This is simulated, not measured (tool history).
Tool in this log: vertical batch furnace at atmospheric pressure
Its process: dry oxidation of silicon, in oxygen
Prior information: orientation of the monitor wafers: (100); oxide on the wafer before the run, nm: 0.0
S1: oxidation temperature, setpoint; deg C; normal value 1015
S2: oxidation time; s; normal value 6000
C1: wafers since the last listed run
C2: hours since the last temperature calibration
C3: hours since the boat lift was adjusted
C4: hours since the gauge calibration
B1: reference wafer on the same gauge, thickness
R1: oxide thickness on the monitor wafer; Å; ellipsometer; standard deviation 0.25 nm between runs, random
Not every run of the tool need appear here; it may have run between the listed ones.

Run 1, hour 0.0: usual settings but S1 1033 deg C; C1 0; C2 2636.3; C3 3086.8; C4 2089.3; B1 79.84. Result: R1 933.5 Å.
Run 2, hour 42.8: usual settings but S1 1033 deg C; C1 640; C2 2679.1; C3 3129.6; C4 2132.1; B1 79.79. Result: R1 931.8 Å.
Run 3, hour 132.0: usual settings but S1 1020 deg C; C1 1335; C2 2768.3; C3 3218.8; C4 2221.3; B1 79.76. Result: R1 829.3 Å.
Run 4, hour 177.0: usual settings but S1 1020 deg C; C1 673; C2 2813.3; C3 3263.8; C4 2266.3; B1 79.76. Result: R1 827.5 Å.
Run 5, hour 219.9: usual settings; C1 642; C2 2856.2; C3 3306.7; C4 2309.2; B1 79.70. Result: R1 792.5 Å.
Run 6, hour 431.7: usual settings but S2 4770 s; C1 3170; C2 3068.0; C3 3518.5; C4 2521.0; B1 79.64. Result: R1 673.9 Å.
Run 7, hour 734.9: usual settings; C1 4538; C2 3371.2; C3 3821.7; C4 2824.2; B1 79.43. Result: R1 791.1 Å.
Run 8, hour 825.6: usual settings; C1 1357; C2 3461.9; C3 3912.4; C4 2914.9; B1 79.46. Result: R1 791.4 Å.
Run 9, hour 932.0: usual settings; C1 1592; C2 3568.3; C3 4018.8; C4 3021.3; B1 79.36. Result: R1 789.4 Å.
Run 10, hour 1032.5: usual settings; C1 1504; C2 3668.8; C3 4119.3; C4 3121.8; B1 79.32. Result: R1 792.2 Å.
Run 11, hour 1078.6: usual settings; C1 690; C2 3714.9; C3 4165.4; C4 3167.9; B1 79.37. Result: R1 790.6 Å.
At hour 1162.7: boat lift adjusted.
Run 12, hour 1163.2: usual settings but S2 5370 s; C1 907; C2 3799.5; C3 0.5; C4 3252.5; B1 79.29. Result: R1 731.4 Å.
Run 13, hour 1241.3: usual settings; C1 1168; C2 3877.6; C3 78.6; C4 3330.6; B1 79.21. Result: R1 793.8 Å.
Run 14, hour 1323.9: usual settings; C1 1236; C2 3960.2; C3 161.2; C4 3413.2; B1 79.21. Result: R1 787.2 Å.
Run 15, hour 1371.3: usual settings; C1 709; C2 4007.6; C3 208.6; C4 3460.6; B1 79.17. Result: R1 787.0 Å.
At hour 1428.4: gauge calibrated.
Run 16, hour 1437.9: usual settings but S1 1002 deg C, S2 5010 s; C1 996; C2 4074.2; C3 275.2; C4 9.5; B1 80.62. Result: R1 629.6 Å.
At hour 1545.6: thermocouples replaced and temperature profile calibrated.
Run 17, hour 1546.1: usual settings but S1 1002 deg C, S2 5010 s; C1 1260; C2 0.5; C3 383.4; C4 117.7; B1 80.60. Result: R1 629.4 Å.
Run 18, hour 1598.6: usual settings but S1 1002 deg C, S2 5010 s; C1 785; C2 53.0; C3 435.9; C4 170.2; B1 80.53. Result: R1 628.0 Å.
Run 19, hour 1689.3: usual settings but S1 1036 deg C, S2 4140 s; C1 1357; C2 143.7; C3 526.6; C4 260.9; B1 80.48. Result: R1 755.7 Å.
Run 20, hour 1735.5: usual settings; C1 691; C2 189.9; C3 572.8; C4 307.1; B1 80.47. Result: R1 802.9 Å.
Run 21, hour 1805.6: usual settings but S1 1003 deg C, S2 8070 s; C1 1049; C2 260.0; C3 642.9; C4 377.2; B1 80.43. Result: R1 871.6 Å.
Run 22, hour 1897.4: usual settings but S2 8970 s; C1 1374; C2 351.8; C3 734.7; C4 469.0; B1 80.39. Result: R1 1057.7 Å.
Run 23, hour 1955.5: usual settings; C1 869; C2 409.9; C3 792.8; C4 527.1; B1 80.35. Result: R1 804.7 Å.
Run 24, hour 2063.4: usual settings but S2 3990 s; C1 1615; C2 517.8; C3 900.7; C4 635.0; B1 80.33. Result: R1 610.1 Å.
Run 25, hour 2107.6: usual settings but S1 995 deg C, S2 8550 s; C1 661; C2 562.0; C3 944.9; C4 679.2; B1 80.28. Result: R1 839.6 Å.
Run 26, hour 2161.4: usual settings; C1 805; C2 615.8; C3 998.7; C4 733.0; B1 80.24. Result: R1 802.6 Å.
Run 27, hour 2210.4: usual settings but S1 1038 deg C, S2 4380 s; C1 733; C2 664.8; C3 1047.7; C4 782.0; B1 80.22. Result: R1 794.9 Å.
Run 28, hour 2261.0: usual settings but S2 4890 s; C1 757; C2 715.4; C3 1098.3; C4 832.6; B1 80.22. Result: R1 693.9 Å.
Run 29, hour 2299.0: usual settings; C1 568; C2 753.4; C3 1136.3; C4 870.6; B1 80.27. Result: R1 796.5 Å.
Run 30, hour 2353.3: usual settings but S1 998 deg C, S2 4500 s; C1 812; C2 807.7; C3 1190.6; C4 924.9; B1 80.14. Result: R1 559.7 Å.
Run 31, hour 2477.5: usual settings but S1 1033 deg C, S2 3120 s; C1 1858; C2 931.9; C3 1314.8; C4 1049.1; B1 80.11. Result: R1 610.8 Å.
Run 32, hour 2556.0: usual settings but S1 1026 deg C, S2 7140 s; C1 1174; C2 1010.4; C3 1393.3; C4 1127.6; B1 80.08. Result: R1 990.4 Å.
Run 33, hour 2641.3: usual settings but S1 1022 deg C; C1 1276; C2 1095.7; C3 1478.6; C4 1212.9; B1 80.01. Result: R1 847.5 Å.
Run 34, hour 2725.2: usual settings but S1 995 deg C, S2 7890 s; C1 1255; C2 1179.6; C3 1562.5; C4 1296.8; B1 80.00. Result: R1 790.0 Å.
Run 35, hour 2786.0: usual settings but S1 990 deg C, S2 8040 s; C1 910; C2 1240.4; C3 1623.3; C4 1357.6; B1 79.95. Result: R1 762.6 Å.
Run 36, hour 2882.3: usual settings but S1 1033 deg C, S2 3120 s; C1 1441; C2 1336.7; C3 1719.6; C4 1453.9; B1 79.95. Result: R1 608.0 Å.
Run 37, hour 2989.4: usual settings; C1 1603; C2 1443.8; C3 1826.7; C4 1561.0; B1 79.94. Result: R1 795.3 Å.
Run 38, hour 3075.4: usual settings but S1 997 deg C, S2 4620 s; C1 1287; C2 1529.8; C3 1912.7; C4 1647.0; B1 79.87. Result: R1 562.4 Å.
Run 39, hour 3119.6: usual settings but S1 998 deg C, S2 7110 s; C1 661; C2 1574.0; C3 1956.9; C4 1691.2; B1 79.80. Result: R1 762.9 Å.

Consider 4 possible next runs. They are alternatives, not a sequence: every one starts from the tool as it was left by run 39. What does each give?
Run A, hour 3125.5: usual settings; C1 88; C2 1579.9; C3 1962.8; C4 1697.1; B1 ?. Result: R1 ?.
Run B, hour 3125.5: usual settings but S1 1008 deg C, S2 8370 s; C1 88; C2 1579.9; C3 1962.8; C4 1697.1; B1 ?. Result: R1 ?.
Run C, hour 3125.5: usual settings but S1 1027 deg C, S2 4890 s; C1 88; C2 1579.9; C3 1962.8; C4 1697.1; B1 ?. Result: R1 ?.
Run D, hour 3125.5: usual settings but S2 3450 s; C1 88; C2 1579.9; C3 1962.8; C4 1697.1; B1 ?. Result: R1 ?.

run     B1     R1
  A  79.85  792.7
  B  79.85  932.1
  C  79.85  770.8
  D  79.85  549.3
Without the tool's hidden state the same runs would have given:
run     R1
  A  801.4
  B  942.3
  C  779.2
  D  555.3

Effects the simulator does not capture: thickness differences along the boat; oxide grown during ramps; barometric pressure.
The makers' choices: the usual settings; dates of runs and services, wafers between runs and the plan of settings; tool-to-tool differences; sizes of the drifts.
